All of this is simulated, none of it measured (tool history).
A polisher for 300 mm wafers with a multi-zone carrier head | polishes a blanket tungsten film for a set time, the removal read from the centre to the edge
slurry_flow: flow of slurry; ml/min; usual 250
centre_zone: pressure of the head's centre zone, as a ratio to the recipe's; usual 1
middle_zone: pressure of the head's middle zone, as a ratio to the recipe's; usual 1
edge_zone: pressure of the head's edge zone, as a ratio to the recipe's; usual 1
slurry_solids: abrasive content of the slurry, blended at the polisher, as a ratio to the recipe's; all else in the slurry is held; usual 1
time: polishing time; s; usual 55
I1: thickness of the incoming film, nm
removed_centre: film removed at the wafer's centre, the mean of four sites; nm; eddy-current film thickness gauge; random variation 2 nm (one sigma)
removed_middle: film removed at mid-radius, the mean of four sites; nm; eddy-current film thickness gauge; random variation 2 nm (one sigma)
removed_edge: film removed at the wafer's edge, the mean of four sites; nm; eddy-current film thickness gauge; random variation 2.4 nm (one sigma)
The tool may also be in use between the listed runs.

{"run": 1, "hour": 0.0, "slurry_flow": 280, "centre_zone": 1, "middle_zone": 1, "edge_zone": 0.95, "slurry_solids": 1.15, "time": 71, "I1": 1127.5, "removed_centre": 443.5, "removed_middle": 437.6, "removed_edge": 428.9}
{"run": 2, "hour": 105.1, "slurry_flow": 210, "centre_zone": 1, "middle_zone": 1, "edge_zone": 1.11, "slurry_solids": 0.9, "time": 55, "I1": 1139.1, "removed_centre": 319.5, "removed_middle": 318.9, "removed_edge": 333.4}
{"run": 3, "hour": 209.2, "slurry_flow": 250, "centre_zone": 1, "middle_zone": 1, "edge_zone": 1.11, "slurry_solids": 1, "time": 55, "I1": 1124.9, "removed_centre": 327, "removed_middle": 327.1, "removed_edge": 340.5}
{"hour": 312.5, "done": "slurry nozzle cleaned"}
{"hour": 325.4, "done": "edge zone pressure recalibrated"}
{"run": 4, "hour": 328.7, "slurry_flow": 180, "centre_zone": 1, "middle_zone": 1, "edge_zone": 1, "slurry_solids": 0.75, "time": 55, "I1": 1111.2, "removed_centre": 306.6, "removed_middle": 304.5, "removed_edge": 307.1}
{"run": 5, "hour": 487.9, "slurry_flow": 335, "centre_zone": 1, "middle_zone": 1, "edge_zone": 0.94, "slurry_solids": 1, "time": 55, "I1": 1122.4, "removed_centre": 332.3, "removed_middle": 326.4, "removed_edge": 318.2}
{"run": 6, "hour": 595.4, "slurry_flow": 210, "centre_zone": 1, "middle_zone": 1, "edge_zone": 1.11, "slurry_solids": 0.9, "time": 55, "I1": 1143.6, "removed_centre": 310, "removed_middle": 310, "removed_edge": 317.4}
{"hour": 606.4, "done": "worn pad replaced by a new one"}
{"hour": 658.1, "done": "centre zone pressure recalibrated"}
{"run": 7, "hour": 695.3, "slurry_flow": 250, "centre_zone": 1, "middle_zone": 1, "edge_zone": 1, "slurry_solids": 1, "time": 55, "I1": 1128.8, "removed_centre": 332.1, "removed_middle": 329.1, "removed_edge": 332.4}
{"run": 8, "hour": 766.4, "slurry_flow": 250, "centre_zone": 1, "middle_zone": 1, "edge_zone": 1, "slurry_solids": 1.15, "time": 55, "I1": 1100.4, "removed_centre": 336.7, "removed_middle": 336.8, "removed_edge": 333.8}
{"hour": 790.5, "done": "carrier head's membrane replaced by a new one"}
{"run": 9, "hour": 866.4, "slurry_flow": 250, "centre_zone": 0.92, "middle_zone": 0.93, "edge_zone": 0.97, "slurry_solids": 1, "time": 66, "I1": 1143.5, "removed_centre": 378.7, "removed_middle": 358.9, "removed_edge": 385.2}
{"run": 10, "hour": 914.5, "slurry_flow": 250, "centre_zone": 1, "middle_zone": 1, "edge_zone": 1, "slurry_solids": 1, "time": 55, "I1": 1122.5, "removed_centre": 333.2, "removed_middle": 328.7, "removed_edge": 328.5}
{"run": 11, "hour": 971.1, "slurry_flow": 250, "centre_zone": 1, "middle_zone": 1.06, "edge_zone": 1, "slurry_solids": 1, "time": 55, "I1": 1126.2, "removed_centre": 325.2, "removed_middle": 357, "removed_edge": 325.9}
{"hour": 987.5, "done": "slurry nozzle cleaned"}
{"run": 12, "hour": 1065.1, "slurry_flow": 250, "centre_zone": 1, "middle_zone": 1, "edge_zone": 1, "slurry_solids": 1, "time": 55, "I1": 1122.7, "removed_centre": 326.3, "removed_middle": 326.4, "removed_edge": 323}
{"hour": 1091.3, "done": "edge zone pressure recalibrated"}
{"run": 13, "hour": 1171.0, "slurry_flow": 325, "centre_zone": 1, "middle_zone": 1.1, "edge_zone": 1.07, "slurry_solids": 1, "time": 67, "I1": 1127.2, "removed_centre": 403, "removed_middle": 447.5, "removed_edge": 409.5}

Run 14 comes next. What will it give?
{"hour": 1346.3, "done": "worn pad replaced by a new one"}
{"run": 14, "hour": 1377.4, "slurry_flow": 275, "centre_zone": 1, "middle_zone": 1.05, "edge_zone": 1, "slurry_solids": 1, "time": 55, "I1": 1129.8, "removed_centre": "?", "removed_middle": "?", "removed_edge": "?"}

Run 14 gave removed_centre 337.5 nm, removed_middle 352.8 nm, removed_edge 328.5 nm.
Without the tool's hidden state the same run would have given removed_centre 338 nm, removed_middle 353.2 nm, removed_edge 328.9 nm.

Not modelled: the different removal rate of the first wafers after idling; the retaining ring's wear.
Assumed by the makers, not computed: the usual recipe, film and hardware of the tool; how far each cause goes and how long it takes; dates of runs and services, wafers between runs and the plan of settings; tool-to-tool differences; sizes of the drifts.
